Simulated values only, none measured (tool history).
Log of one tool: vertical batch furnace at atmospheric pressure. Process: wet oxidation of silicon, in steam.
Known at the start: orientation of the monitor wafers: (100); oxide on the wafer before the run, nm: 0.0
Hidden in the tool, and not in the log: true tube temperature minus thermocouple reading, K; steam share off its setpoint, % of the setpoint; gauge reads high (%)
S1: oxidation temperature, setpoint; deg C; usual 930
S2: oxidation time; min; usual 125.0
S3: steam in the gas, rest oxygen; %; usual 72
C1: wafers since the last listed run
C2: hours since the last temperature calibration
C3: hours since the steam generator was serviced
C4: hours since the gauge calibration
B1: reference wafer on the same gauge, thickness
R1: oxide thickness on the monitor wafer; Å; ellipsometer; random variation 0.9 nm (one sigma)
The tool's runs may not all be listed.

{"run": 1, "hour": 0.0, "S1": 930, "S2": 125.0, "S3": 77, "C1": 0, "C2": 2269.9, "C3": 2095.2, "C4": 1329.4, "B1": 353.9, "R1": 3338.7}
{"run": 2, "hour": 94.3, "S1": 930, "S2": 125.0, "S3": 72, "C1": 1187, "C2": 2364.2, "C3": 2189.5, "C4": 1423.7, "B1": 353.95, "R1": 3181.4}
{"hour": 187.5, "done": "gauge calibrated"}
{"run": 3, "hour": 189.7, "S1": 930, "S2": 125.0, "S3": 72, "C1": 1201, "C2": 2459.6, "C3": 2284.9, "C4": 2.2, "B1": 354.07, "R1": 3183.3}
{"run": 4, "hour": 230.1, "S1": 930, "S2": 125.0, "S3": 72, "C1": 508, "C2": 2500.0, "C3": 2325.3, "C4": 42.6, "B1": 354.16, "R1": 3180.8}
{"run": 5, "hour": 298.6, "S1": 930, "S2": 125.0, "S3": 72, "C1": 862, "C2": 2568.5, "C3": 2393.8, "C4": 111.1, "B1": 353.74, "R1": 3167.5}
{"run": 6, "hour": 398.5, "S1": 930, "S2": 125.0, "S3": 72, "C1": 1258, "C2": 2668.4, "C3": 2493.7, "C4": 211.0, "B1": 354.05, "R1": 3181.6}
{"run": 7, "hour": 615.4, "S1": 930, "S2": 125.0, "S3": 72, "C1": 2731, "C2": 2885.3, "C3": 2710.6, "C4": 427.9, "B1": 354.07, "R1": 3178.3}
{"run": 8, "hour": 702.6, "S1": 930, "S2": 125.0, "S3": 72, "C1": 1098, "C2": 2972.5, "C3": 2797.8, "C4": 515.1, "B1": 354.0, "R1": 3174.5}
{"run": 9, "hour": 799.0, "S1": 930, "S2": 125.0, "S3": 80, "C1": 1214, "C2": 3068.9, "C3": 2894.2, "C4": 611.5, "B1": 353.99, "R1": 3453.3}
{"run": 10, "hour": 835.2, "S1": 930, "S2": 125.0, "S3": 72, "C1": 455, "C2": 3105.1, "C3": 2930.4, "C4": 647.7, "B1": 353.85, "R1": 3187.5}
{"run": 11, "hour": 918.6, "S1": 930, "S2": 125.0, "S3": 72, "C1": 1050, "C2": 3188.5, "C3": 3013.8, "C4": 731.1, "B1": 353.98, "R1": 3186.7}
{"run": 12, "hour": 991.6, "S1": 914, "S2": 186.5, "S3": 60, "C1": 919, "C2": 3261.5, "C3": 3086.8, "C4": 804.1, "B1": 354.04, "R1": 3247.5}
{"hour": 1049.7, "done": "steam generator serviced"}
{"run": 13, "hour": 1059.9, "S1": 930, "S2": 125.0, "S3": 72, "C1": 557, "C2": 3329.8, "C3": 10.2, "C4": 872.4, "B1": 354.09, "R1": 3184.1}
{"run": 14, "hour": 1122.2, "S1": 930, "S2": 105.0, "S3": 72, "C1": 784, "C2": 3392.1, "C3": 72.5, "C4": 934.7, "B1": 354.29, "R1": 2771.5}
{"run": 15, "hour": 1218.5, "S1": 937, "S2": 108.5, "S3": 72, "C1": 1212, "C2": 3488.4, "C3": 168.8, "C4": 1031.0, "B1": 353.94, "R1": 3056.0}
{"hour": 1250.7, "done": "thermocouples replaced and temperature profile calibrated"}
{"run": 16, "hour": 1289.3, "S1": 953, "S2": 161.0, "S3": 81, "C1": 589, "C2": 38.6, "C3": 239.6, "C4": 1101.8, "B1": 353.78, "R1": 5131.6}
{"run": 17, "hour": 1396.5, "S1": 930, "S2": 125.0, "S3": 72, "C1": 1350, "C2": 145.8, "C3": 346.8, "C4": 1209.0, "B1": 353.92, "R1": 3186.4}
{"hour": 1477.5, "done": "gauge calibrated"}
{"run": 18, "hour": 1565.3, "S1": 953, "S2": 125.0, "S3": 72, "C1": 2126, "C2": 314.6, "C3": 515.6, "C4": 87.8, "B1": 354.09, "R1": 3898.6}
{"run": 19, "hour": 1620.8, "S1": 907, "S2": 108.5, "S3": 62, "C1": 699, "C2": 370.1, "C3": 571.1, "C4": 143.3, "B1": 353.93, "R1": 1950.1}
{"run": 20, "hour": 1712.7, "S1": 930, "S2": 125.0, "S3": 72, "C1": 1157, "C2": 462.0, "C3": 663.0, "C4": 235.2, "B1": 353.88, "R1": 3183.5}
{"run": 21, "hour": 1781.6, "S1": 944, "S2": 160.5, "S3": 72, "C1": 867, "C2": 530.9, "C3": 731.9, "C4": 304.1, "B1": 353.95, "R1": 4362.3}

The next listed run, before its measurement:
{"run": 22, "hour": 1841.2, "S1": 930, "S2": 125.0, "S3": 83, "C1": 750, "C2": 590.5, "C3": 791.5, "C4": 363.7, "B1": "?", "R1": "?"}

Run 22 gave B1 353.77, R1 3536.7 Å.
Without the tool's hidden state the same run would have given R1 3536.7 Å.

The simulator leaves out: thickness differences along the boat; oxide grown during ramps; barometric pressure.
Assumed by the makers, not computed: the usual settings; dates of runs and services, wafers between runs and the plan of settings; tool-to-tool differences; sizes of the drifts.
